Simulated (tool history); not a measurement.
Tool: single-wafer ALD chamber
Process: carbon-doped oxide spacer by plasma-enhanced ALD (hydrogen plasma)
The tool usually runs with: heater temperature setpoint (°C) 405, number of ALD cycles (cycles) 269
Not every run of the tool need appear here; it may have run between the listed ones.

run   hour  heater temperature setpoint (°C)  number of ALD cycles (cycles)  wafers since the last listed run  hours since the last thermocouple change  hours since the gauge calibration  read-back reference wafer on the same gauge, thickness_nm  mean film thickness on the monitor wafer (nm)
  1      0                               395                            292                                 0                                    1269.9                              180.8                                                     13.201                                         15.765
  2   28.5                               395                            292                                27                                    1298.4                              209.3                                                     13.204                                         15.763
  3   50.7                               395                            292                                21                                    1320.6                              231.5                                                     13.194                                         15.756
  4   65.6                               416                            248                                14                                    1335.5                              246.4                                                     13.203                                         12.731
  5   77.9                               405                            269                                11                                    1347.8                              258.7                                                     13.204                                         14.348
  6  106.6                               415                            269                                27                                    1376.5                              287.4                                                       13.2                                         13.858
  7  140.6                               415                            269                                33                                    1410.5                              321.4                                                     13.202                                         13.835
  8  172.5                               415                            269                                31                                    1442.4                              353.3                                                     13.191                                         13.888
  9  187.6                               405                            269                                14                                    1457.5                              368.4                                                     13.201                                         14.346
 10  200.9                               405                            269                                12                                    1470.8                              381.7                                                     13.195                                         14.359
     206.4  -- gauge calibrated
 11  232.4                               405                            269                                30                                    1502.3                                 26                                                     13.202                                         14.316

Run 12 has not been measured yet. What should we expect?
 12  267.5                               415                            269                                34                                    1537.4                               61.1                                                          ?                                              ?

{"run 12": {"read-back reference wafer on the same gauge, thickness_nm": 13.195, "mean film thickness on the monitor wafer (nm)": 13.871}}
With no hidden state in the tool, this same run would have given mean film thickness on the monitor wafer (nm) 13.871.
